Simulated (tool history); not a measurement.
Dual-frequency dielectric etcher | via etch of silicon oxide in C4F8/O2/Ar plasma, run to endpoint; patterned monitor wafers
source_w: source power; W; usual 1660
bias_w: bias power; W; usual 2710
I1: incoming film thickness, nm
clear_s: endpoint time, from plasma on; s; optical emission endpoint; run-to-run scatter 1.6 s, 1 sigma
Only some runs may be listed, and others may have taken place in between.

run 1 hour=0.0 | source_w=1750 bias_w=2249 | I1=1470.5 | clear_s=275.2
run 2 hour=9.9 | source_w=1750 bias_w=2249 | I1=1458.3 | clear_s=274.6
run 3 hour=20.6 | source_w=1660 bias_w=2710 | I1=1461.6 | clear_s=266.7
run 4 hour=35.3 | source_w=1660 bias_w=2710 | I1=1469.3 | clear_s=264.9
run 5 hour=53.0 | source_w=1660 bias_w=2710 | I1=1457.0 | clear_s=263.9
run 6 hour=67.1 | source_w=1970 bias_w=2710 | I1=1467.4 | clear_s=251.1
run 7 hour=80.0 | source_w=1660 bias_w=2710 | I1=1445.8 | clear_s=262.8
run 8 hour=90.9 | source_w=1660 bias_w=2710 | I1=1475.5 | clear_s=269.1
run 9 hour=105.8 | source_w=1660 bias_w=2710 | I1=1451.1 | clear_s=263.5
run 10 hour=113.5 | source_w=1660 bias_w=2710 | I1=1471.6 | clear_s=269.3
run 11 hour=131.0 | source_w=1660 bias_w=2710 | I1=1453.1 | clear_s=264.2
run 12 hour=146.1 | source_w=1660 bias_w=2710 | I1=1466.3 | clear_s=267.5
run 13 hour=159.9 | source_w=1660 bias_w=2710 | I1=1467.9 | clear_s=268.6
run 14 hour=173.4 | source_w=1660 bias_w=2710 | I1=1459.7 | clear_s=266.4
run 15 hour=188.4 | source_w=1660 bias_w=2710 | I1=1458.1 | clear_s=270.4
run 16 hour=196.3 | source_w=1660 bias_w=2710 | I1=1468.0 | clear_s=270.6
run 17 hour=203.7 | source_w=1420 bias_w=2221 | I1=1483.4 | clear_s=310.7
-- hour=221.8 source power generator calibrated
-- hour=237.4 wet clean of the chamber
run 18 hour=237.9 | source_w=1420 bias_w=2221 | I1=1468.8 | clear_s=291.2
run 19 hour=238.3 | source_w=1660 bias_w=2399 | I1=1469.5 | clear_s=267.0
run 20 hour=238.6 | source_w=1660 bias_w=2710 | I1=1465.2 | clear_s=254.2
run 21 hour=253.2 | source_w=1660 bias_w=2710 | I1=1457.4 | clear_s=254.7
-- hour=284.9 upper electrode replaced
run 22 hour=285.4 | source_w=1300 bias_w=2206 | I1=1472.7 | clear_s=304.8
run 23 hour=285.8 | source_w=1660 bias_w=2710 | I1=1452.3 | clear_s=253.0
run 24 hour=288.3 | source_w=1660 bias_w=2710 | I1=1484.9 | clear_s=258.7
run 25 hour=298.9 | source_w=1660 bias_w=2510 | I1=1471.0 | clear_s=262.5
run 26 hour=313.9 | source_w=1660 bias_w=2710 | I1=1469.8 | clear_s=257.9
-- hour=325.1 bias power generator calibrated
run 27 hour=326.0 | source_w=1540 bias_w=2893 | I1=1447.7 | clear_s=255.2
run 28 hour=339.5 | source_w=1450 bias_w=2968 | I1=1478.4 | clear_s=264.5
run 29 hour=356.0 | source_w=1310 bias_w=3268 | I1=1456.1 | clear_s=264.8
run 30 hour=364.1 | source_w=1820 bias_w=3230 | I1=1462.3 | clear_s=232.1
run 31 hour=377.1 | source_w=1240 bias_w=2927 | I1=1459.2 | clear_s=281.8
run 32 hour=394.4 | source_w=1660 bias_w=2710 | I1=1479.3 | clear_s=262.1
run 33 hour=409.4 | source_w=1940 bias_w=2112 | I1=1469.7 | clear_s=264.2
run 34 hour=427.1 | source_w=2050 bias_w=2710 | I1=1448.4 | clear_s=234.8
run 35 hour=443.1 | source_w=1820 bias_w=3230 | I1=1463.7 | clear_s=234.3
run 36 hour=451.7 | source_w=1260 bias_w=3329 | I1=1460.0 | clear_s=265.6

3 options for the next run, each taken on its own from the tool as it stands now. Forecast them:
run A hour=452.2 | source_w=1940 bias_w=2710 | I1=1463.2 | clear_s=?
run B hour=452.2 | source_w=1400 bias_w=2398 | I1=1463.2 | clear_s=?
run C hour=452.2 | source_w=1410 bias_w=2408 | I1=1463.2 | clear_s=?

run=A clear_s=243.5
run=B clear_s=290.6
run=C clear_s=289.3
Take away the tool's hidden state, keep each run's random variation, and the runs would have read:
run=A clear_s=240.2
run=B clear_s=286.7
run=C clear_s=285.4
